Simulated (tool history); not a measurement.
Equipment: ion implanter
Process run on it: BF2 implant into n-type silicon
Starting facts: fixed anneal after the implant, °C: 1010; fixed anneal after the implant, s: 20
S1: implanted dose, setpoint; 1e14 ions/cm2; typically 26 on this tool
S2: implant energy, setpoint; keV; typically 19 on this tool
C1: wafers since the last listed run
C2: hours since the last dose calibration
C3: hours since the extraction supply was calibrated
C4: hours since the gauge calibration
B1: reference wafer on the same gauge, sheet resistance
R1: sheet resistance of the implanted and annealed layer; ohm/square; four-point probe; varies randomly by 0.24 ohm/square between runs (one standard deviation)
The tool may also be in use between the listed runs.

run 1 hour=0 | S1=26 S2=19 | C1=0 C2=261.8 C3=4651 C4=136.4 | B1=132.91 | R1=160.47
run 2 hour=11 | S1=26 S2=19 | C1=130 C2=272.8 C3=4662 C4=147.4 | B1=132.96 | R1=160.52
run 3 hour=18.4 | S1=26 S2=19 | C1=87 C2=280.2 C3=4669.4 C4=154.8 | B1=133 | R1=160.77
run 4 hour=33.6 | S1=26 S2=19 | C1=180 C2=295.4 C3=4684.6 C4=170 | B1=133.1 | R1=160.73
run 5 hour=45.5 | S1=26 S2=19 | C1=141 C2=307.3 C3=4696.5 C4=181.9 | B1=133.23 | R1=161.42
run 6 hour=61.5 | S1=26 S2=19 | C1=189 C2=323.3 C3=4712.5 C4=197.9 | B1=133.15 | R1=160.95
run 7 hour=74.6 | S1=26 S2=19 | C1=155 C2=336.4 C3=4725.6 C4=211 | B1=133.31 | R1=160.59
run 8 hour=81.7 | S1=26 S2=19 | C1=84 C2=343.5 C3=4732.7 C4=218.1 | B1=133.32 | R1=160.89
run 9 hour=99.1 | S1=26 S2=19 | C1=206 C2=360.9 C3=4750.1 C4=235.5 | B1=133.52 | R1=160.72
run 10 hour=107.9 | S1=26 S2=19 | C1=104 C2=369.7 C3=4758.9 C4=244.3 | B1=133.52 | R1=161.42
run 11 hour=120.7 | S1=26 S2=19 | C1=151 C2=382.5 C3=4771.7 C4=257.1 | B1=133.48 | R1=161.25
run 12 hour=132.4 | S1=26 S2=19 | C1=138 C2=394.2 C3=4783.4 C4=268.8 | B1=133.53 | R1=161.7
run 13 hour=143.3 | S1=26 S2=19 | C1=129 C2=405.1 C3=4794.3 C4=279.7 | B1=133.62 | R1=161.53
run 14 hour=156.8 | S1=26 S2=19 | C1=159 C2=418.6 C3=4807.8 C4=293.2 | B1=133.75 | R1=161.5
run 15 hour=172.3 | S1=26 S2=19 | C1=183 C2=434.1 C3=4823.3 C4=308.7 | B1=133.78 | R1=161.74
-- hour=187.3 extraction supply calibrated
run 16 hour=187.6 | S1=26 S2=19 | C1=86 C2=449.4 C3=0.3 C4=324 | B1=133.92 | R1=161.69
-- hour=197.8 Faraday cup replaced and dose calibrated
run 17 hour=200.4 | S1=26 S2=22 | C1=56 C2=2.6 C3=13.1 C4=336.8 | B1=133.97 | R1=152.02
run 18 hour=211 | S1=30.91 S2=13.5 | C1=125 C2=13.2 C3=23.7 C4=347.4 | B1=134.03 | R1=183.17
run 19 hour=223.8 | S1=26 S2=19 | C1=151 C2=26 C3=36.5 C4=360.2 | B1=134.15 | R1=162.16
run 20 hour=231.9 | S1=32.04 S2=22.5 | C1=95 C2=34.1 C3=44.6 C4=368.3 | B1=134.18 | R1=148.68
run 21 hour=243.1 | S1=26 S2=19 | C1=132 C2=45.3 C3=55.8 C4=379.5 | B1=134.16 | R1=162.02
run 22 hour=257.8 | S1=19.7 S2=23.5 | C1=174 C2=60 C3=70.5 C4=394.2 | B1=134.3 | R1=150.65
run 23 hour=264 | S1=22.23 S2=23.5 | C1=73 C2=66.2 C3=76.7 C4=400.4 | B1=134.22 | R1=148.87
-- hour=265.3 gauge calibrated
run 24 hour=280.9 | S1=26 S2=19 | C1=200 C2=83.1 C3=93.6 C4=15.6 | B1=132 | R1=159.4
run 25 hour=296.1 | S1=19.3 S2=17.5 | C1=180 C2=98.3 C3=108.8 C4=30.8 | B1=132.11 | R1=168.39
run 26 hour=303.7 | S1=20.29 S2=13.5 | C1=90 C2=105.9 C3=116.4 C4=38.4 | B1=132.18 | R1=184.69
run 27 hour=318.4 | S1=26 S2=22.5 | C1=174 C2=120.6 C3=131.1 C4=53.1 | B1=132.15 | R1=148.44
run 28 hour=335.7 | S1=26 S2=19 | C1=205 C2=137.9 C3=148.4 C4=70.4 | B1=132.29 | R1=159.86
run 29 hour=342.5 | S1=26 S2=19 | C1=80 C2=144.7 C3=155.2 C4=77.2 | B1=132.37 | R1=159.92
run 30 hour=355.9 | S1=18.9 S2=14 | C1=158 C2=158.1 C3=168.6 C4=90.6 | B1=132.46 | R1=183.94
run 31 hour=372.1 | S1=28.78 S2=19 | C1=191 C2=174.3 C3=184.8 C4=106.8 | B1=132.58 | R1=158.89
run 32 hour=380 | S1=26 S2=19 | C1=93 C2=182.2 C3=192.7 C4=114.7 | B1=132.6 | R1=160.2
run 33 hour=395.9 | S1=32.51 S2=23 | C1=188 C2=198.1 C3=208.6 C4=130.6 | B1=132.61 | R1=145.84

Run-by-run hidden state of the tool:
deviation of the true dose from the Faraday cup's reading, %: 0 at every run
deviation of the true energy from its setpoint, %: 0 at every run
H1: gauge reads high (%)
run=1 H1=0.694
run=2 H1=0.737
run=3 H1=0.767
run=4 H1=0.827
run=5 H1=0.874
run=6 H1=0.938
run=7 H1=0.99
run=8 H1=1.02
run=9 H1=1.09
run=10 H1=1.12
run=11 H1=1.17
run=12 H1=1.22
run=13 H1=1.26
run=14 H1=1.32
run=15 H1=1.38
run=16 H1=1.44
run=17 H1=1.49
run=18 H1=1.53
run=19 H1=1.58
run=20 H1=1.61
run=21 H1=1.66
run=22 H1=1.72
run=23 H1=1.74
run=24 H1=0.0345
run=25 H1=0.0948
run=26 H1=0.125
run=27 H1=0.183
run=28 H1=0.252
run=29 H1=0.279
run=30 H1=0.332
run=31 H1=0.396
run=32 H1=0.427
run=33 H1=0.49
